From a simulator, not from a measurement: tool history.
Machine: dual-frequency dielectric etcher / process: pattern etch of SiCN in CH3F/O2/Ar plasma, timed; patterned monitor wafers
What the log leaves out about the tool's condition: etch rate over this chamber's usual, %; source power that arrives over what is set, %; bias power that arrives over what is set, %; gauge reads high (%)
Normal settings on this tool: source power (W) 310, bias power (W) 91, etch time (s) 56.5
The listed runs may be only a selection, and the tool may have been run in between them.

run	hour	source power (W)	bias power (W)	etch time (s)	wafers since the last listed run	hours since the last wet clean	hours since the last source power generator calibration	hours since the last bias power generator calibration	hours since the last upper electrode change	hours since the gauge calibration	read-back reference wafer on the same gauge, depth_nm	mean etch depth across the wafer (Å)
1	0.0	310	91	56.5	0	358.5	4330.8	3519.8	979.9	2113.5	20.90	187.6
2	78.9	310	91	56.5	1106	437.4	4409.7	3598.7	1058.8	2192.4	20.90	188.4
3	132.9	310	91	56.5	757	491.4	4463.7	3652.7	1112.8	2246.4	20.91	188.4
# hour 161.3: wet clean of the chamber
4	223.8	310	91	56.5	938	62.5	4554.6	3743.6	1203.7	2337.3	20.89	194.2
5	266.6	310	91	56.5	600	105.3	4597.4	3786.4	1246.5	2380.1	20.88	195.7
6	353.0	310	91	56.5	1211	191.7	4683.8	3872.8	1332.9	2466.5	20.92	194.3
7	415.5	310	91	56.5	876	254.2	4746.3	3935.3	1395.4	2529.0	20.91	195.5
8	453.6	280	91	46.5	534	292.3	4784.4	3973.4	1433.5	2567.1	20.92	152.5
9	537.3	280	91	46.5	1174	376.0	4868.1	4057.1	1517.2	2650.8	20.91	154.2
# hour 563.9: gauge calibrated
# hour 623.7: wet clean of the chamber, repeated, since the last time left the tool worse
10	627.5	280	91	46.5	928	3.8	4958.3	4147.3	1607.4	63.6	20.88	146.4
11	687.6	310	91	56.5	843	63.9	5018.4	4207.4	1667.5	123.7	20.88	183.7
# hour 755.9: bias power generator calibrated
12	767.4	310	91	56.5	1063	143.7	5098.2	11.5	1747.3	203.5	20.91	185.5
13	873.6	310	91	56.5	1489	249.9	5204.4	117.7	1853.5	309.7	20.93	187.1
14	978.5	260	73	64.5	1471	354.8	5309.3	222.6	1958.4	414.6	20.89	178.9
# hour 999.4: source power generator calibrated
# hour 1052.8: upper electrode replaced
15	1067.4	310	107	56.5	854	443.7	68.0	311.5	14.6	503.5	20.88	203.3
16	1160.3	280	111	41.5	1303	536.6	160.9	404.4	107.5	596.4	20.93	145.7
# hour 1184.9: wet clean of the chamber
17	1265.0	310	91	56.5	1132	80.1	265.6	509.1	212.2	701.1	20.89	183.0
18	1327.7	290	103	67.0	879	142.8	328.3	571.8	274.9	763.8	20.91	227.0
19	1368.5	310	91	56.5	572	183.6	369.1	612.6	315.7	804.6	20.90	188.7
20	1441.7	380	81	47.5	1026	256.8	442.3	685.8	388.9	877.8	20.90	161.0
21	1508.0	310	91	56.5	930	323.1	508.6	752.1	455.2	944.1	20.90	185.9
22	1557.9	240	75	48.5	699	373.0	558.5	802.0	505.1	994.0	20.89	132.7
23	1657.9	270	109	56.5	1402	473.0	658.5	902.0	605.1	1094.0	20.90	195.0
# hour 1692.1: wet clean of the chamber
24	1744.4	380	81	47.5	876	52.3	745.0	988.5	691.6	1180.5	20.93	158.8
25	1829.7	310	91	56.5	1196	137.6	830.3	1073.8	776.9	1265.8	20.92	186.0
26	1920.5	240	75	49.0	1273	228.4	921.1	1164.6	867.7	1356.6	20.88	132.9
27	2009.8	310	107	46.5	1252	317.7	1010.4	1253.9	957.0	1445.9	20.90	167.0
28	2052.8	240	112	46.5	603	360.7	1053.4	1296.9	1000.0	1488.9	20.90	155.5
29	2140.7	380	91	41.5	1232	448.6	1141.3	1384.8	1087.9	1576.8	20.92	149.2

Forecast each of these 5 alternatives for the next run:
A	2141.1	310	91	56.5	5	449.0	1141.7	1385.2	1088.3	1577.2	?	?
B	2141.1	310	114	40.0	5	449.0	1141.7	1385.2	1088.3	1577.2	?	?
C	2141.1	310	111	61.5	5	449.0	1141.7	1385.2	1088.3	1577.2	?	?
D	2141.1	250	74	72.0	5	449.0	1141.7	1385.2	1088.3	1577.2	?	?
E	2141.1	280	91	67.0	5	449.0	1141.7	1385.2	1088.3	1577.2	?	?

run	read-back reference wafer on the same gauge, depth_nm	mean etch depth across the wafer (Å)
A	20.87	185.6
B	20.87	146.3
C	20.87	222.2
D	20.87	196.7
E	20.87	211.6
Stripped of hidden state, with their random variation kept, the same runs would have yielded:
run	mean etch depth across the wafer (Å)
A	182.0
B	143.4
C	217.7
D	192.8
E	207.4
